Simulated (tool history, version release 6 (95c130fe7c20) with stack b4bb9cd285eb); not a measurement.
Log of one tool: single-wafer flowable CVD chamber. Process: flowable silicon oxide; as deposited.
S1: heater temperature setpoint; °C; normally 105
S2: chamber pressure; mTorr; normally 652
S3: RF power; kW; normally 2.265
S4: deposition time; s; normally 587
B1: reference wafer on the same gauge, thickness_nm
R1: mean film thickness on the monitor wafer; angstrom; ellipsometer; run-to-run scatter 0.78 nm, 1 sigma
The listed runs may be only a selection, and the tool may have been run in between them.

run	hour	S1	S2	S3	S4	B1	R1
1	0	105	652	2.265	677	255.763	2561.49
2	13.3	105	652	2.265	587	255.498	2228.98
# hour 21.7: capacitance manometer re-zeroed and calibrated
# hour 28: showerhead replaced
3	29.8	105	587	2.265	587	255.702	1907.52
4	36.3	105	587	2.265	587	256.132	1919.48
5	44	105	652	2.265	587	256.049	2124.07
6	53.1	102	652	2.6	587	255.867	2408.31
# hour 63.2: RF generator calibrated
7	66.3	102	652	2.6	587	256.174	2401.64
8	78.4	105	652	2.265	587	256.075	2124.8
9	89	98	652	2.265	649	256.224	3059.01
10	102.1	105	652	2.265	587	255.808	2111.82
11	116.7	98	652	2.265	649	256.303	3037.62
# hour 129.8: capacitance manometer re-zeroed and calibrated, repeated, since the last time left the tool worse
12	130.5	105	652	2.265	587	256.002	2357.76
13	139.5	114	747	2.14	501	255.94	1660.1
# hour 150: thermocouple changed; heater temperature recalibrated
14	155.4	115	652	2.475	514	256.032	1434.08
15	172.5	105	500	2.265	587	256.221	1798.95
16	184.2	105	652	2.265	482	255.962	1912.15
17	195	93	589	1.825	506	256.075	2812.45
# hour 205.5: gauge calibrated
18	212.1	99	652	2.265	587	256.155	2937.51
19	223.6	115	652	2.265	587	255.968	1629.3
20	235.7	105	652	2.265	587	256.145	2323.58
21	253.6	116	704	1.91	637	256.467	1813.91
22	269.2	93	504	2.095	515	255.967	2484.59
23	279.1	105	652	2.265	587	255.986	2328.02
24	294.9	113	784	2.39	699	256.106	2511.64
25	309.5	105	652	2.265	587	255.96	2313.57

Forecast run 26:
26	316.7	95	791	2.62	508	?	?

B1: 256.265
R1: 3604.19 angstrom
The same run, on a tool lacking any hidden state, would have yielded R1 3651.85 angstrom.

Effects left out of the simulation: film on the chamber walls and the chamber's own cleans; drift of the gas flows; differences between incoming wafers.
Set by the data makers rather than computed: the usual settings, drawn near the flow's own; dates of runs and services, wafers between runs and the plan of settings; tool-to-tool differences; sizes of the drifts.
